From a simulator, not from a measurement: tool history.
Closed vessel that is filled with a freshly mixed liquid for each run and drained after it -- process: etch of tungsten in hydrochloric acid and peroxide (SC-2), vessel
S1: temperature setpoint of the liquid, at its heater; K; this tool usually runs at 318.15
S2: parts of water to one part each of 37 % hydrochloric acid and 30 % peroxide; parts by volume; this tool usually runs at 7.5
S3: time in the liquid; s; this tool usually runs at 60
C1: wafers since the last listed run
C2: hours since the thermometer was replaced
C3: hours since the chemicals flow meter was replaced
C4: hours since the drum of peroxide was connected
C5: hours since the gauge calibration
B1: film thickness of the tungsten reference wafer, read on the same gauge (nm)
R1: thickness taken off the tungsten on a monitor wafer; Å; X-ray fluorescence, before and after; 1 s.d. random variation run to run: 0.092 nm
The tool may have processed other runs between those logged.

run,hour,S1,S2,S3,C1,C2,C3,C4,C5,B1,R1
1,0.0,312.65,7.5,45,0,2275.6,1303.4,539.1,258.2,40.00,63.0
2,25.2,318.15,7.5,60,3386,2300.8,1328.6,564.3,283.4,39.99,121.3
3,53.2,318.15,7.5,60,3762,2328.8,1356.6,592.3,311.4,40.00,120.5
4,80.9,318.15,7.5,60,3722,2356.5,1384.3,620.0,339.1,40.00,119.6
5,95.2,318.15,7.5,60,1921,2370.8,1398.6,634.3,353.4,40.00,119.7
6,129.0,318.15,7.5,80,4542,2404.6,1432.4,668.1,387.2,40.00,159.5
7,162.2,320.65,7.5,60,4461,2437.8,1465.6,701.3,420.4,40.02,141.4
# hour 176.2: chemicals flow meter replaced
8,176.7,318.15,7.5,60,1814,2452.3,0.5,715.8,434.9,39.97,118.9
# hour 181.9: new drum of peroxide connected
# hour 188.7: thermometer replaced
# hour 197.5: gauge calibrated
9,203.9,326.65,4.0,45,3386,15.2,27.7,22.0,6.4,40.02,268.5
10,229.4,320.65,7.5,60,3426,40.7,53.2,47.5,31.9,39.98,151.1
11,241.8,312.15,11.0,75,1666,53.1,65.6,59.9,44.3,40.00,74.5
12,254.7,308.65,5.0,90,1733,66.0,78.5,72.8,57.2,40.00,130.6
13,281.2,325.65,10.0,35,3561,92.5,105.0,99.3,83.7,39.98,95.6
14,308.3,318.15,5.5,60,3641,119.6,132.1,126.4,110.8,39.99,157.7
15,336.9,314.65,11.0,75,3843,148.2,160.7,155.0,139.4,39.99,88.9

What does the tool deliver on the next run?
16,356.1,315.15,11.0,60,2580,167.4,179.9,174.2,158.6,?,?

Run 16 yielded B1 39.99, R1 73.7 Å.
Take away the tool's hidden state, keep the run-to-run variation as it was, and the same run would have given R1 75.9 Å.

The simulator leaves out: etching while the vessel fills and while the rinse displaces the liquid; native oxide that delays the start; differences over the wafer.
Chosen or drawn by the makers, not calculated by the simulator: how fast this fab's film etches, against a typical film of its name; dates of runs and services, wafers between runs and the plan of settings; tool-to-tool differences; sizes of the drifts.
